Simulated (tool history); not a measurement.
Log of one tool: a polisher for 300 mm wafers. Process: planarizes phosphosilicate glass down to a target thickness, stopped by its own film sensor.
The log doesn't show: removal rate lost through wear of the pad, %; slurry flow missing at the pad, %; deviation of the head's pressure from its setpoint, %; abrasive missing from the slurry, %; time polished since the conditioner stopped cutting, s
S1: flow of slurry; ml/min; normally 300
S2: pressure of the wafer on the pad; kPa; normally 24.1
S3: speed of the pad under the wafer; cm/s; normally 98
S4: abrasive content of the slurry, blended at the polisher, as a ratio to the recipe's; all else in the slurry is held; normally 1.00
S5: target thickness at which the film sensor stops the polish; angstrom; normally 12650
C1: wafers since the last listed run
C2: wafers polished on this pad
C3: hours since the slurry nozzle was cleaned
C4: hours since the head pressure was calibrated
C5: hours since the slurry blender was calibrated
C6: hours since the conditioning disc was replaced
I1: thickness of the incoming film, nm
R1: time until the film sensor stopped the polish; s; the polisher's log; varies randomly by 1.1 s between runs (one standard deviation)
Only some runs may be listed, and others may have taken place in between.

Run 1, hour 0.0: usual settings but S2 18.6 kPa, S4 1.20; C1 0; C2 2309; C3 159.4; C4 1024.4; C5 110.1; C6 130.4; I1 2332.1. Result: R1 117.1 s.
At hour 72.4: head pressure recalibrated.
Run 2, hour 92.8: usual settings; C1 650; C2 2960; C3 252.2; C4 20.4; C5 202.9; C6 223.2; I1 2323.6. Result: R1 105.9 s.
At hour 113.6: worn pad replaced by a new one.
Run 3, hour 163.7: usual settings; C1 479; C2 358; C3 323.1; C4 91.3; C5 273.8; C6 294.1; I1 2364.3. Result: R1 100.5 s.
At hour 245.4: slurry nozzle cleaned.
Run 4, hour 255.1: usual settings but S5 10860 angstrom; C1 647; C2 1006; C3 9.7; C4 182.7; C5 365.2; C6 385.5; I1 2309.8. Result: R1 115.0 s.
Run 5, hour 318.1: usual settings; C1 451; C2 1457; C3 72.7; C4 245.7; C5 428.2; C6 448.5; I1 2347.1. Result: R1 106.0 s.
At hour 366.5: conditioning disc replaced and pad reconditioned.
Run 6, hour 377.7: usual settings but S3 108 cm/s; C1 412; C2 1870; C3 132.3; C4 305.3; C5 487.8; C6 11.2; I1 2323.1. Result: R1 96.7 s.
At hour 410.2: slurry blender recalibrated.
Run 7, hour 483.1: usual settings but S3 108 cm/s; C1 740; C2 2610; C3 237.7; C4 410.7; C5 72.9; C6 116.6; I1 2382.9. Result: R1 103.8 s.
Run 8, hour 579.6: usual settings but S3 108 cm/s; C1 691; C2 3302; C3 334.2; C4 507.2; C5 169.4; C6 213.1; I1 2335.7. Result: R1 100.2 s.
At hour 599.0: worn pad replaced by a new one.
At hour 647.1: slurry nozzle cleaned.
Run 9, hour 675.5: usual settings but S4 0.90; C1 651; C2 540; C3 28.4; C4 603.1; C5 265.3; C6 309.0; I1 2290.7. Result: R1 103.5 s.
Run 10, hour 755.8: usual settings but S5 10040 angstrom; C1 575; C2 1115; C3 108.7; C4 683.4; C5 345.6; C6 389.3; I1 2363.7. Result: R1 135.0 s.
At hour 841.7: conditioning disc replaced and pad reconditioned.
Run 11, hour 844.0: usual settings but S5 10040 angstrom; C1 617; C2 1733; C3 196.9; C4 771.6; C5 433.8; C6 2.3; I1 2322.2. Result: R1 131.9 s.
At hour 871.4: slurry blender recalibrated.
At hour 900.8: head pressure recalibrated.
Run 12, hour 912.7: usual settings but S1 260 ml/min, S2 31.0 kPa, S3 72 cm/s, S4 1.20; C1 463; C2 2196; C3 265.6; C4 11.9; C5 41.3; C6 71.0; I1 2350.8. Result: R1 105.6 s.
Run 13, hour 1012.3: usual settings; C1 713; C2 2910; C3 365.2; C4 111.5; C5 140.9; C6 170.6; I1 2352.9. Result: R1 110.0 s.
At hour 1061.1: worn pad replaced by a new one.
Run 14, hour 1096.3: usual settings but S1 270 ml/min, S5 15060 angstrom; C1 573; C2 252; C3 449.2; C4 195.5; C5 224.9; C6 254.6; I1 2343.4. Result: R1 76.9 s.
At hour 1170.5: slurry nozzle cleaned.
At hour 1303.1: conditioning disc replaced and pad reconditioned.
Run 15, hour 1348.7: usual settings but S2 17.2 kPa, S4 1.15, S5 9640 angstrom; C1 1786; C2 2038; C3 178.2; C4 447.9; C5 477.3; C6 45.6; I1 2337.5. Result: R1 165.5 s.
At hour 1374.3: slurry blender recalibrated.
Run 16, hour 1444.5: usual settings but S2 27.6 kPa; C1 671; C2 2710; C3 274.0; C4 543.7; C5 70.2; C6 141.4; I1 2375.7. Result: R1 102.7 s.
At hour 1549.0: worn pad replaced by a new one.
Run 17, hour 1549.5: usual settings; C1 723; C2 3; C3 379.0; C4 648.7; C5 175.2; C6 246.4; I1 2387.1. Result: R1 99.1 s.
Run 18, hour 1624.8: usual settings but S2 17.9 kPa, S3 76 cm/s, S4 0.75; C1 539; C2 542; C3 454.3; C4 724.0; C5 250.5; C6 321.7; I1 2348.6. Result: R1 184.2 s.
At hour 1650.4: slurry nozzle cleaned.
At hour 1700.8: conditioning disc replaced and pad reconditioned.
Run 19, hour 1721.7: usual settings but S1 260 ml/min; C1 672; C2 1215; C3 71.3; C4 820.9; C5 347.4; C6 20.9; I1 2299.1. Result: R1 101.0 s.
Run 20, hour 1784.4: usual settings but S2 27.6 kPa, S5 11220 angstrom; C1 449; C2 1664; C3 134.0; C4 883.6; C5 410.1; C6 83.6; I1 2315.3. Result: R1 105.8 s.
At hour 1828.0: slurry blender recalibrated.
Run 21, hour 1869.3: usual settings but S1 375 ml/min; C1 593; C2 2258; C3 218.9; C4 968.5; C5 41.3; C6 168.5; I1 2351.8. Result: R1 104.7 s.
Run 22, hour 1957.0: usual settings but S3 112 cm/s, S5 15850 angstrom; C1 628; C2 2886; C3 306.6; C4 1056.2; C5 129.0; C6 256.2; I1 2335.1. Result: R1 67.6 s.
At hour 1968.4: head pressure recalibrated.
At hour 1968.7: worn pad replaced by a new one.
Run 23, hour 2045.7: usual settings but S2 17.9 kPa, S3 122 cm/s, S4 0.90, S5 16040 angstrom; C1 619; C2 551; C3 395.3; C4 77.3; C5 217.7; C6 344.9; I1 2358.0. Result: R1 77.6 s.
At hour 2111.1: conditioning disc replaced and pad reconditioned.
At hour 2146.0: slurry nozzle cleaned.
Run 24, hour 2153.2: usual settings; C1 748; C2 1300; C3 7.2; C4 184.8; C5 325.2; C6 42.1; I1 2379.1. Result: R1 107.8 s.

Hidden state or all else? Some run-to-run changes of R1, split into what the settings, what came in and random variation would give without the hidden state, and what is left for the hidden state (with any gauge scatter that isn't in both results):
Run 14 -> 15: S1 270 -> 300, S2 24.1 -> 17.2, S4 1.00 -> 1.15, S5 15060 -> 9640, slurry nozzle cleaned, conditioning disc replaced and pad reconditioned. R1 +88.6 s: hidden state +19.3, all else +69.3.
Run 16 -> 17: S2 27.6 -> 24.1, worn pad replaced by a new one. R1 -3.6 s: hidden state -14.6, all else +11.0.
Run 17 -> 18: S2 24.1 -> 17.9, S3 98 -> 76, S4 1.00 -> 0.75. R1 +85.1 s: hidden state +10.4, all else +74.7.

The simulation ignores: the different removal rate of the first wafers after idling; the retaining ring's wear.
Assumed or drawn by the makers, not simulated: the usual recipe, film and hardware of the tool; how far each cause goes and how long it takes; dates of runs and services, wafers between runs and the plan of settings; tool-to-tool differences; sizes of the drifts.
